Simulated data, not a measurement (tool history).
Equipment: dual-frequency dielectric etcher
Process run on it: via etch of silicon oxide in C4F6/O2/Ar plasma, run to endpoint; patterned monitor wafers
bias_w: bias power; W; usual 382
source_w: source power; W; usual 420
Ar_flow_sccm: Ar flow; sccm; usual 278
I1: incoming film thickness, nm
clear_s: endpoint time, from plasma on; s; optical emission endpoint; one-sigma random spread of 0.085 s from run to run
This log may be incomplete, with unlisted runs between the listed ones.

{"run": 1, "day": 0.0, "bias_w": 455, "source_w": 420, "Ar_flow_sccm": 278, "I1": 71.6, "clear_s": 14.8}
{"run": 2, "day": 0.533, "bias_w": 455, "source_w": 420, "Ar_flow_sccm": 278, "I1": 72.9, "clear_s": 15.1}
{"day": 1.779, "done": "wet clean of the chamber"}
{"run": 3, "day": 1.8, "bias_w": 455, "source_w": 420, "Ar_flow_sccm": 278, "I1": 71.2, "clear_s": 15.3}
{"run": 4, "day": 1.812, "bias_w": 382, "source_w": 420, "Ar_flow_sccm": 278, "I1": 72.7, "clear_s": 17.3}
{"run": 5, "day": 2.262, "bias_w": 382, "source_w": 420, "Ar_flow_sccm": 278, "I1": 72.0, "clear_s": 16.9}
{"run": 6, "day": 2.558, "bias_w": 320, "source_w": 460, "Ar_flow_sccm": 336, "I1": 71.6, "clear_s": 18.9}
{"run": 7, "day": 3.188, "bias_w": 461, "source_w": 460, "Ar_flow_sccm": 278, "I1": 71.8, "clear_s": 14.7}
{"run": 8, "day": 3.617, "bias_w": 316, "source_w": 460, "Ar_flow_sccm": 333, "I1": 72.2, "clear_s": 18.8}
{"run": 9, "day": 4.071, "bias_w": 382, "source_w": 420, "Ar_flow_sccm": 278, "I1": 73.0, "clear_s": 17.3}
{"run": 10, "day": 4.704, "bias_w": 423, "source_w": 330, "Ar_flow_sccm": 305, "I1": 71.2, "clear_s": 17.7}
{"run": 11, "day": 5.054, "bias_w": 448, "source_w": 380, "Ar_flow_sccm": 214, "I1": 71.8, "clear_s": 15.4}
{"day": 5.442, "done": "Ar flow controller replaced"}
{"run": 12, "day": 5.462, "bias_w": 408, "source_w": 340, "Ar_flow_sccm": 239, "I1": 70.9, "clear_s": 17.1}
{"run": 13, "day": 6.071, "bias_w": 472, "source_w": 420, "Ar_flow_sccm": 278, "I1": 72.3, "clear_s": 15.1}
{"run": 14, "day": 6.704, "bias_w": 458, "source_w": 420, "Ar_flow_sccm": 278, "I1": 72.1, "clear_s": 15.3}
{"run": 15, "day": 7.229, "bias_w": 382, "source_w": 490, "Ar_flow_sccm": 278, "I1": 71.6, "clear_s": 15.6}
{"run": 16, "day": 7.646, "bias_w": 382, "source_w": 420, "Ar_flow_sccm": 278, "I1": 72.4, "clear_s": 16.9}
{"day": 8.65, "done": "bias power generator calibrated"}
{"run": 17, "day": 9.629, "bias_w": 382, "source_w": 390, "Ar_flow_sccm": 278, "I1": 71.8, "clear_s": 17.1}
{"run": 18, "day": 10.817, "bias_w": 436, "source_w": 340, "Ar_flow_sccm": 308, "I1": 72.1, "clear_s": 17.2}
{"run": 19, "day": 11.138, "bias_w": 382, "source_w": 480, "Ar_flow_sccm": 252, "I1": 71.7, "clear_s": 15.3}
{"run": 20, "day": 11.812, "bias_w": 295, "source_w": 350, "Ar_flow_sccm": 218, "I1": 71.5, "clear_s": 19.9}
{"run": 21, "day": 12.162, "bias_w": 382, "source_w": 420, "Ar_flow_sccm": 278, "I1": 71.4, "clear_s": 16.4}
{"run": 22, "day": 12.508, "bias_w": 323, "source_w": 340, "Ar_flow_sccm": 278, "I1": 71.5, "clear_s": 20.0}
{"run": 23, "day": 12.929, "bias_w": 382, "source_w": 420, "Ar_flow_sccm": 278, "I1": 72.1, "clear_s": 16.6}
{"run": 24, "day": 13.417, "bias_w": 382, "source_w": 470, "Ar_flow_sccm": 278, "I1": 71.5, "clear_s": 15.7}
{"run": 25, "day": 14.079, "bias_w": 382, "source_w": 420, "Ar_flow_sccm": 241, "I1": 71.5, "clear_s": 15.9}
{"run": 26, "day": 14.692, "bias_w": 342, "source_w": 420, "Ar_flow_sccm": 278, "I1": 72.1, "clear_s": 17.5}
{"run": 27, "day": 15.358, "bias_w": 382, "source_w": 420, "Ar_flow_sccm": 278, "I1": 71.8, "clear_s": 16.4}
{"run": 28, "day": 15.792, "bias_w": 419, "source_w": 360, "Ar_flow_sccm": 278, "I1": 72.0, "clear_s": 16.7}
{"run": 29, "day": 16.283, "bias_w": 419, "source_w": 420, "Ar_flow_sccm": 278, "I1": 71.2, "clear_s": 15.4}

Consider 4 possible next runs. They are alternatives, not a sequence: every one starts from the tool as it was left by run 29. What does each give?
{"run": "A", "day": 16.3, "bias_w": 382, "source_w": 420, "Ar_flow_sccm": 242, "I1": 71.8, "clear_s": "?"}
{"run": "B", "day": 16.3, "bias_w": 382, "source_w": 420, "Ar_flow_sccm": 213, "I1": 71.8, "clear_s": "?"}
{"run": "C", "day": 16.3, "bias_w": 440, "source_w": 420, "Ar_flow_sccm": 229, "I1": 71.8, "clear_s": "?"}
{"run": "D", "day": 16.3, "bias_w": 417, "source_w": 350, "Ar_flow_sccm": 258, "I1": 71.8, "clear_s": "?"}

run=A clear_s=15.8
run=B clear_s=15.4
run=C clear_s=14.4
run=D clear_s=16.5
Without the tool's hidden state the same runs would have given:
run=A clear_s=16.5
run=B clear_s=16.0
run=C clear_s=15.0
run=D clear_s=17.2
